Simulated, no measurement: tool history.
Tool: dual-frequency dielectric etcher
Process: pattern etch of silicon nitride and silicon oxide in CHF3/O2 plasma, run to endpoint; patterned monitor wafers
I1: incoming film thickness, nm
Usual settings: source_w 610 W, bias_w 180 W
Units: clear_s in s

run 1 hour=0 | source_w=640 bias_w=180 | I1=316.8 | clear_s=233.6
run 2 hour=63.8 | source_w=640 bias_w=180 | I1=316.4 | clear_s=232.1
run 3 hour=99 | source_w=610 bias_w=180 | I1=309.8 | clear_s=229
run 4 hour=123.9 | source_w=610 bias_w=180 | I1=317.1 | clear_s=233.5
run 5 hour=194.3 | source_w=510 bias_w=163 | I1=316.8 | clear_s=245.5
run 6 hour=228.6 | source_w=610 bias_w=180 | I1=316.3 | clear_s=231.3
run 7 hour=429.3 | source_w=610 bias_w=180 | I1=314 | clear_s=216.1
run 8 hour=478.3 | source_w=610 bias_w=180 | I1=316 | clear_s=215.4
run 9 hour=539.8 | source_w=610 bias_w=180 | I1=316 | clear_s=215.8
run 10 hour=575 | source_w=610 bias_w=180 | I1=312 | clear_s=213
run 11 hour=603.6 | source_w=610 bias_w=193 | I1=314.6 | clear_s=209.1
run 12 hour=661.2 | source_w=610 bias_w=180 | I1=314.1 | clear_s=214.3
run 13 hour=729 | source_w=610 bias_w=180 | I1=312.5 | clear_s=210.5
run 14 hour=763.2 | source_w=610 bias_w=153 | I1=314 | clear_s=221.8
run 15 hour=797.4 | source_w=610 bias_w=180 | I1=314 | clear_s=212.9
run 16 hour=865.9 | source_w=640 bias_w=180 | I1=312.7 | clear_s=216.9
run 17 hour=913.3 | source_w=460 bias_w=208 | I1=313.3 | clear_s=222.6
run 18 hour=949 | source_w=610 bias_w=180 | I1=317.3 | clear_s=220.1
run 19 hour=1005 | source_w=670 bias_w=138 | I1=317.5 | clear_s=231.1
run 20 hour=1058.1 | source_w=500 bias_w=214 | I1=315.5 | clear_s=216
run 21 hour=1117 | source_w=480 bias_w=204 | I1=315.2 | clear_s=220.9
run 22 hour=1169.9 | source_w=610 bias_w=180 | I1=315.4 | clear_s=218.9
run 23 hour=1248 | source_w=610 bias_w=159 | I1=317.3 | clear_s=222.9
run 24 hour=1301.3 | source_w=750 bias_w=180 | I1=315.7 | clear_s=205
run 25 hour=1347.5 | source_w=490 bias_w=207 | I1=317.1 | clear_s=215.2
run 26 hour=1454.8 | source_w=480 bias_w=153 | I1=314.4 | clear_s=237.4
run 27 hour=1485.9 | source_w=610 bias_w=180 | I1=314.2 | clear_s=216.1
run 28 hour=1544.6 | source_w=610 bias_w=207 | I1=315.8 | clear_s=208.1
run 29 hour=1582.3 | source_w=610 bias_w=180 | I1=314.5 | clear_s=215.6
run 30 hour=1651.9 | source_w=610 bias_w=180 | I1=320.8 | clear_s=217.3
run 31 hour=1694.8 | source_w=530 bias_w=143 | I1=316.1 | clear_s=237.2
run 32 hour=1749.3 | source_w=610 bias_w=180 | I1=316.3 | clear_s=215
run 33 hour=1774.1 | source_w=700 bias_w=138 | I1=313.3 | clear_s=222.2
run 34 hour=1807.6 | source_w=480 bias_w=224 | I1=316.2 | clear_s=209.8
run 35 hour=1867.5 | source_w=560 bias_w=142 | I1=311.8 | clear_s=229.6
run 36 hour=1915.8 | source_w=610 bias_w=180 | I1=314.5 | clear_s=210.4

Not shown: 6 entries that the log had between the listed runs. Between which runs, and how does the tool's hidden state differ before and after?
Between runs 4 and 5: upper electrode replaced (hour 193.8)
  etch rate over this chamber's usual, %: -4.89 -> -4.44
  measured less the result without the state, clear_s: +11.4 -> +10.9 s
Between runs 6 and 7: wet clean of the chamber, repeated, since the last time left the tool worse (hour 257.7)
  etch rate over this chamber's usual, %: -4.23 -> 1.36
  measured less the result without the state, clear_s: +9.8 -> -2.9 s
Between runs 14 and 15: source power generator calibrated (hour 785.9)
  etch rate over this chamber's usual, %: 3.47 -> 3.69
  measured less the result without the state, clear_s: -7.7 -> -7.8 s
Between runs 15 and 16: wet clean of the chamber (hour 865.4)
  etch rate over this chamber's usual, %: 3.69 -> -0.335
  measured less the result without the state, clear_s: -7.8 -> +0.7 s
Between runs 20 and 21: bias power generator calibrated (hour 1082.7)
  etch rate over this chamber's usual, %: 0.881 -> 1.25
  measured less the result without the state, clear_s: -1.9 -> -2.7 s
Between runs 25 and 26: wet clean of the chamber (hour 1385.8)
  etch rate over this chamber's usual, %: 2.71 -> 0.681
  measured less the result without the state, clear_s: -5.8 -> -1.6 s

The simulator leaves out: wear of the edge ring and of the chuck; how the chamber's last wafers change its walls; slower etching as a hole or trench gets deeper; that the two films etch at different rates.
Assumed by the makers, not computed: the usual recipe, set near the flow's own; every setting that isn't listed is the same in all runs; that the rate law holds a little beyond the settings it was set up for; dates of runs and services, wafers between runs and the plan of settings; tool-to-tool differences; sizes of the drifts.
